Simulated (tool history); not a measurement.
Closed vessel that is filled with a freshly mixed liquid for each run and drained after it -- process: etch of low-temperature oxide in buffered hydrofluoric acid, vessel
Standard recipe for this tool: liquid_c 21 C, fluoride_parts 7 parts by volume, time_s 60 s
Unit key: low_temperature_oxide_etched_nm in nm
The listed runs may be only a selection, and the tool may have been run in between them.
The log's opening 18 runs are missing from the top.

run	hour	liquid_c	fluoride_parts	time_s	wafers since the last listed run	hours since the thermometer was replaced	hours since the hydrofluoric acid flow meter was replaced	hours since the gauge calibration	read-back film thickness of the low-temperature oxide reference wafer, read on the same gauge (nm)	low_temperature_oxide_etched_nm
19	1293.1	24.5	7	60	7954	1699.3	458.9	123	70	307.58
20	1332.8	23.5	5.5	30	3633	1739	498.6	162.7	70.01	178.93
21	1388.8	21	7	60	5125	1795	554.6	218.7	69.98	253.04
# hour 1425: thermometer replaced
# hour 1532.8: hydrofluoric acid flow meter replaced
22	1578.9	18	7	30	17217	153.9	46.1	408.8	70	106.74
23	1680.1	24.5	6	60	9263	255.1	147.3	510	70	351.44
24	1757.2	21	7	60	7057	332.2	224.4	587.1	70.01	252.49
25	1819.7	24.5	8.5	45	5720	394.7	286.9	649.6	70	185.04
26	1910.8	19	9	35	8338	485.8	378	740.7	69.99	99.99
27	1963.1	19	9.5	70	4787	538.1	430.3	793	70	192.75
28	2007.9	18	9	35	4100	582.9	475.1	837.8	70	94.93
29	2102.4	21	7	60	8649	677.4	569.6	932.3	70.01	252.41
# hour 2121.8: hydrofluoric acid flow meter replaced
30	2201.5	21	5	40	8979	776.5	79.7	1031.4	69.99	224.6
31	2273.1	21	7	60	6553	848.1	151.3	1103	70	253.42
32	2446.2	21	5	95	15844	1021.2	324.4	1276.1	70	534.08

Predict each of these 4 candidate next runs independently; none follows another, all start after run 32:
A	2446.9	21	7	30	64	1021.9	325.1	1276.8	?	?
B	2446.9	21	7	40	64	1021.9	325.1	1276.8	?	?
C	2446.9	23	8.5	40	64	1021.9	325.1	1276.8	?	?
D	2446.9	25.5	7	30	64	1021.9	325.1	1276.8	?	?

run	read-back film thickness of the low-temperature oxide reference wafer, read on the same gauge (nm)	low_temperature_oxide_etched_nm
A	70.02	126.4
B	70.02	168.54
C	70.02	152.56
D	70.02	161.7
With no hidden state in the tool, these same runs would have given:
run	low_temperature_oxide_etched_nm
A	126.4
B	168.54
C	152.56
D	161.7
